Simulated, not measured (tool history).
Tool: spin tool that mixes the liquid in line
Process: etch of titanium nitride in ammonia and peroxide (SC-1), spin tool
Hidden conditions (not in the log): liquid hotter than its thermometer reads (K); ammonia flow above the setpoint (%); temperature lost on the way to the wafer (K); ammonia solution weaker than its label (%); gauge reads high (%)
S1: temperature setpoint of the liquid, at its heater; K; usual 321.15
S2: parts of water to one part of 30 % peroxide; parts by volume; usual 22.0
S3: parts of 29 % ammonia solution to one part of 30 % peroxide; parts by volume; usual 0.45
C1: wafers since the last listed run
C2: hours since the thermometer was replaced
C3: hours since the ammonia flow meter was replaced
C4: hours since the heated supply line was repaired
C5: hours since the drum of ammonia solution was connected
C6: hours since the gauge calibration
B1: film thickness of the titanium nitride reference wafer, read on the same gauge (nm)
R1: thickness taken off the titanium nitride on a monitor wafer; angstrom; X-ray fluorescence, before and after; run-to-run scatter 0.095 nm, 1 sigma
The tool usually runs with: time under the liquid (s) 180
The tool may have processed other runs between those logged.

{"run": 1, "hour": 0.0, "S1": 321.15, "S2": 22.0, "S3": 0.6, "time under the liquid (s)": 180, "C1": 0, "C2": 934.1, "C3": 1147.8, "C4": 2399.0, "C5": 568.0, "C6": 386.0, "B1": 119.99, "R1": 78.3}
{"hour": 9.7, "done": "ammonia flow meter replaced"}
{"run": 2, "hour": 15.5, "S1": 321.15, "S2": 22.0, "S3": 0.45, "time under the liquid (s)": 180, "C1": 72, "C2": 949.6, "C3": 5.8, "C4": 2414.5, "C5": 583.5, "C6": 401.5, "B1": 119.98, "R1": 74.6}
{"run": 3, "hour": 32.3, "S1": 321.15, "S2": 22.0, "S3": 0.45, "time under the liquid (s)": 180, "C1": 83, "C2": 966.4, "C3": 22.6, "C4": 2431.3, "C5": 600.3, "C6": 418.3, "B1": 119.96, "R1": 75.0}
{"run": 4, "hour": 58.2, "S1": 321.15, "S2": 22.0, "S3": 0.45, "time under the liquid (s)": 180, "C1": 129, "C2": 992.3, "C3": 48.5, "C4": 2457.2, "C5": 626.2, "C6": 444.2, "B1": 120.03, "R1": 74.2}
{"run": 5, "hour": 78.7, "S1": 321.15, "S2": 22.0, "S3": 0.45, "time under the liquid (s)": 180, "C1": 102, "C2": 1012.8, "C3": 69.0, "C4": 2477.7, "C5": 646.7, "C6": 464.7, "B1": 119.99, "R1": 73.7}
{"run": 6, "hour": 93.2, "S1": 321.15, "S2": 22.0, "S3": 0.45, "time under the liquid (s)": 180, "C1": 72, "C2": 1027.3, "C3": 83.5, "C4": 2492.2, "C5": 661.2, "C6": 479.2, "B1": 120.02, "R1": 73.6}
{"run": 7, "hour": 110.6, "S1": 321.15, "S2": 25.5, "S3": 0.45, "time under the liquid (s)": 180, "C1": 86, "C2": 1044.7, "C3": 100.9, "C4": 2509.6, "C5": 678.6, "C6": 496.6, "B1": 120.01, "R1": 67.4}
{"run": 8, "hour": 124.0, "S1": 312.65, "S2": 22.0, "S3": 0.45, "time under the liquid (s)": 255, "C1": 66, "C2": 1058.1, "C3": 114.3, "C4": 2523.0, "C5": 692.0, "C6": 510.0, "B1": 119.97, "R1": 55.4}
{"run": 9, "hour": 145.5, "S1": 321.15, "S2": 26.5, "S3": 0.6, "time under the liquid (s)": 180, "C1": 107, "C2": 1079.6, "C3": 135.8, "C4": 2544.5, "C5": 713.5, "C6": 531.5, "B1": 120.0, "R1": 70.1}
{"run": 10, "hour": 162.4, "S1": 328.65, "S2": 26.0, "S3": 0.3, "time under the liquid (s)": 90, "C1": 84, "C2": 1096.5, "C3": 152.7, "C4": 2561.4, "C5": 730.4, "C6": 548.4, "B1": 119.98, "R1": 52.5}
{"run": 11, "hour": 181.6, "S1": 321.15, "S2": 22.0, "S3": 0.65, "time under the liquid (s)": 180, "C1": 95, "C2": 1115.7, "C3": 171.9, "C4": 2580.6, "C5": 749.6, "C6": 567.6, "B1": 120.0, "R1": 77.3}
{"run": 12, "hour": 210.0, "S1": 321.15, "S2": 22.0, "S3": 0.45, "time under the liquid (s)": 180, "C1": 141, "C2": 1144.1, "C3": 200.3, "C4": 2609.0, "C5": 778.0, "C6": 596.0, "B1": 120.03, "R1": 74.1}
{"run": 13, "hour": 231.8, "S1": 321.15, "S2": 11.5, "S3": 0.35, "time under the liquid (s)": 180, "C1": 108, "C2": 1165.9, "C3": 222.1, "C4": 2630.8, "C5": 799.8, "C6": 617.8, "B1": 120.04, "R1": 98.7}
{"hour": 246.5, "done": "new drum of ammonia solution connected"}
{"run": 14, "hour": 248.9, "S1": 321.15, "S2": 22.0, "S3": 0.45, "time under the liquid (s)": 135, "C1": 80, "C2": 1183.0, "C3": 239.2, "C4": 2647.9, "C5": 2.4, "C6": 634.9, "B1": 119.96, "R1": 55.4}
{"hour": 252.6, "done": "heated supply line repaired"}
{"hour": 265.7, "done": "gauge calibrated"}
{"hour": 268.2, "done": "thermometer replaced"}
{"run": 15, "hour": 284.1, "S1": 321.15, "S2": 22.0, "S3": 0.45, "time under the liquid (s)": 180, "C1": 165, "C2": 15.9, "C3": 274.4, "C4": 31.5, "C5": 37.6, "C6": 18.4, "B1": 120.02, "R1": 93.1}
{"run": 16, "hour": 303.9, "S1": 325.65, "S2": 32.0, "S3": 0.5, "time under the liquid (s)": 125, "C1": 98, "C2": 35.7, "C3": 294.2, "C4": 51.3, "C5": 57.4, "C6": 38.2, "B1": 120.0, "R1": 72.8}
{"run": 17, "hour": 331.9, "S1": 325.65, "S2": 22.0, "S3": 0.6, "time under the liquid (s)": 150, "C1": 139, "C2": 63.7, "C3": 322.2, "C4": 79.3, "C5": 85.4, "C6": 66.2, "B1": 120.01, "R1": 112.0}
{"run": 18, "hour": 358.0, "S1": 324.65, "S2": 26.0, "S3": 0.3, "time under the liquid (s)": 90, "C1": 130, "C2": 89.8, "C3": 348.3, "C4": 105.4, "C5": 111.5, "C6": 92.3, "B1": 120.06, "R1": 50.0}
{"run": 19, "hour": 382.7, "S1": 321.15, "S2": 22.0, "S3": 0.45, "time under the liquid (s)": 180, "C1": 123, "C2": 114.5, "C3": 373.0, "C4": 130.1, "C5": 136.2, "C6": 117.0, "B1": 119.98, "R1": 93.9}
{"run": 20, "hour": 415.2, "S1": 321.15, "S2": 22.0, "S3": 0.4, "time under the liquid (s)": 180, "C1": 161, "C2": 147.0, "C3": 405.5, "C4": 162.6, "C5": 168.7, "C6": 149.5, "B1": 120.02, "R1": 90.3}
{"run": 21, "hour": 427.3, "S1": 321.15, "S2": 22.0, "S3": 0.45, "time under the liquid (s)": 180, "C1": 60, "C2": 159.1, "C3": 417.6, "C4": 174.7, "C5": 180.8, "C6": 161.6, "B1": 119.97, "R1": 92.7}
{"run": 22, "hour": 448.3, "S1": 313.15, "S2": 28.5, "S3": 0.45, "time under the liquid (s)": 180, "C1": 104, "C2": 180.1, "C3": 438.6, "C4": 195.7, "C5": 201.8, "C6": 182.6, "B1": 119.99, "R1": 44.7}
{"run": 23, "hour": 479.0, "S1": 321.15, "S2": 17.5, "S3": 0.3, "time under the liquid (s)": 140, "C1": 153, "C2": 210.8, "C3": 469.3, "C4": 226.4, "C5": 232.5, "C6": 213.3, "B1": 120.02, "R1": 76.0}

How would selected steps in R1 from run to run divide? Give the signed amount a tool lacking its hidden state would still show from settings, what came in and random variation, and the signed amount left for the hidden state, including any gauge scatter that is not in both of the compared results.
Run 13 -> 14: S2 11.5 -> 22.0, S3 0.35 -> 0.45, time under the liquid (s) 180 -> 135, new drum of ammonia solution connected. R1 -43.3 angstrom: hidden state +14.1, all else -57.4.
Run 14 -> 15: time under the liquid (s) 135 -> 180, heated supply line repaired, gauge calibrated, thermometer replaced. R1 +37.7 angstrom: hidden state +15.5, all else +22.2.
Run 17 -> 18: S1 325.65 -> 324.65, S2 22.0 -> 26.0, S3 0.60 -> 0.30, time under the liquid (s) 150 -> 90. R1 -62.0 angstrom: hidden state +2.0, all else -64.0.
Run 21 -> 22: S1 321.15 -> 313.15, S2 22.0 -> 28.5. R1 -48.0 angstrom: hidden state +2.0, all else -50.0.

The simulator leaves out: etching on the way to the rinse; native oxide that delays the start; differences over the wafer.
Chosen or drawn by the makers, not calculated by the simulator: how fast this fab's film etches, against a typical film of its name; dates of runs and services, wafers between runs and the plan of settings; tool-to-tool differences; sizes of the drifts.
